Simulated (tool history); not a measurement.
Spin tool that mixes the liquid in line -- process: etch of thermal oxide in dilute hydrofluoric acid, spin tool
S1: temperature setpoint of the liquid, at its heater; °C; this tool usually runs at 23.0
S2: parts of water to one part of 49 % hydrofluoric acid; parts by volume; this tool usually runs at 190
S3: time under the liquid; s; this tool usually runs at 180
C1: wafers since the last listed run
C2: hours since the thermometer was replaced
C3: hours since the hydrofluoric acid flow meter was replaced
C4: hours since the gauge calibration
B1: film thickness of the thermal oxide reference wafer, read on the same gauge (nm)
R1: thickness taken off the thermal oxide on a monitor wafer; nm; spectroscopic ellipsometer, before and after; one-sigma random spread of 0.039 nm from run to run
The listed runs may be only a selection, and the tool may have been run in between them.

| run | hour | S1 | S2 | S3 | C1 | C2 | C3 | C4 | B1 | R1 |
|---|---|---|---|---|---|---|---|---|---|---|
| 1 | 0.0 | 21.5 | 225 | 180 | 0 | 27.9 | 1043.7 | 402.1 | 130.038 | 3.521 |
| 2 | 76.9 | 21.5 | 225 | 180 | 610 | 104.8 | 1120.6 | 479.0 | 129.993 | 3.519 |
| 3 | 130.3 | 23.0 | 190 | 180 | 424 | 158.2 | 1174.0 | 532.4 | 130.011 | 4.691 |
|  | 186.0 | hydrofluoric acid flow meter replaced |
| 4 | 211.7 | 23.0 | 190 | 180 | 638 | 239.6 | 25.7 | 613.8 | 130.013 | 4.377 |
| 5 | 311.0 | 23.0 | 190 | 225 | 788 | 338.9 | 125.0 | 713.1 | 130.012 | 5.403 |
| 6 | 358.1 | 23.0 | 190 | 225 | 374 | 386.0 | 172.1 | 760.2 | 130.003 | 5.508 |
| 7 | 450.2 | 23.0 | 190 | 180 | 731 | 478.1 | 264.2 | 852.3 | 129.970 | 4.494 |
| 8 | 511.8 | 23.0 | 190 | 210 | 489 | 539.7 | 325.8 | 913.9 | 130.005 | 5.292 |
| 9 | 569.8 | 23.0 | 190 | 210 | 460 | 597.7 | 383.8 | 971.9 | 129.959 | 5.406 |
| 10 | 635.3 | 23.0 | 190 | 210 | 520 | 663.2 | 449.3 | 1037.4 | 129.981 | 5.260 |
| 11 | 861.0 | 26.0 | 190 | 180 | 1792 | 888.9 | 675.0 | 1263.1 | 130.016 | 5.221 |
| 12 | 938.5 | 26.5 | 265 | 290 | 615 | 966.4 | 752.5 | 1340.6 | 130.011 | 5.601 |
| 13 | 1038.9 | 23.0 | 190 | 180 | 797 | 1066.8 | 852.9 | 1441.0 | 129.994 | 4.795 |
|  | 1089.8 | gauge calibrated |
| 14 | 1144.2 | 20.0 | 115 | 135 | 836 | 1172.1 | 958.2 | 54.4 | 129.944 | 5.783 |
| 15 | 1209.2 | 25.0 | 220 | 240 | 516 | 1237.1 | 1023.2 | 119.4 | 130.052 | 5.761 |
|  | 1377.9 | thermometer replaced |
| 16 | 1433.0 | 23.0 | 125 | 255 | 1769 | 55.1 | 1247.0 | 343.2 | 130.018 | 10.626 |
| 17 | 1491.0 | 23.0 | 190 | 180 | 460 | 113.1 | 1305.0 | 401.2 | 130.022 | 4.665 |
|  | 1545.3 | hydrofluoric acid flow meter replaced |
| 18 | 1548.2 | 23.0 | 190 | 180 | 446 | 170.3 | 2.9 | 458.4 | 129.982 | 4.432 |
| 19 | 1615.9 | 19.5 | 190 | 230 | 537 | 238.0 | 70.6 | 526.1 | 129.986 | 4.935 |
| 20 | 1693.2 | 18.5 | 190 | 115 | 613 | 315.3 | 147.9 | 603.4 | 129.998 | 2.360 |
| 21 | 1782.7 | 23.0 | 190 | 180 | 710 | 404.8 | 237.4 | 692.9 | 130.024 | 4.546 |
| 22 | 1844.1 | 23.0 | 190 | 120 | 487 | 466.2 | 298.8 | 754.3 | 130.018 | 2.980 |
| 23 | 1948.6 | 23.0 | 160 | 125 | 829 | 570.7 | 403.3 | 858.8 | 130.015 | 3.897 |

Hidden state or all else? Some run-to-run changes of R1, split into what the settings, what came in and random variation would give without the hidden state, and what is left for the hidden state (with any gauge scatter that isn't in both results):
The hidden state here: liquid hotter than its thermometer reads (K); hydrofluoric acid flow above the setpoint (%); gauge reads high (%).
Run 15 -> 16: S1 25.0 -> 23.0, S2 220 -> 125, S3 240 -> 255, thermometer replaced. R1 +4.865 nm: hidden state +0.143, all else +4.722.
Run 16 -> 17: S2 125 -> 190, S3 255 -> 180. R1 -5.961 nm: hidden state -0.439, all else -5.522.
Run 17 -> 18: hydrofluoric acid flow meter replaced. R1 -0.233 nm: hidden state -0.283, all else +0.050.
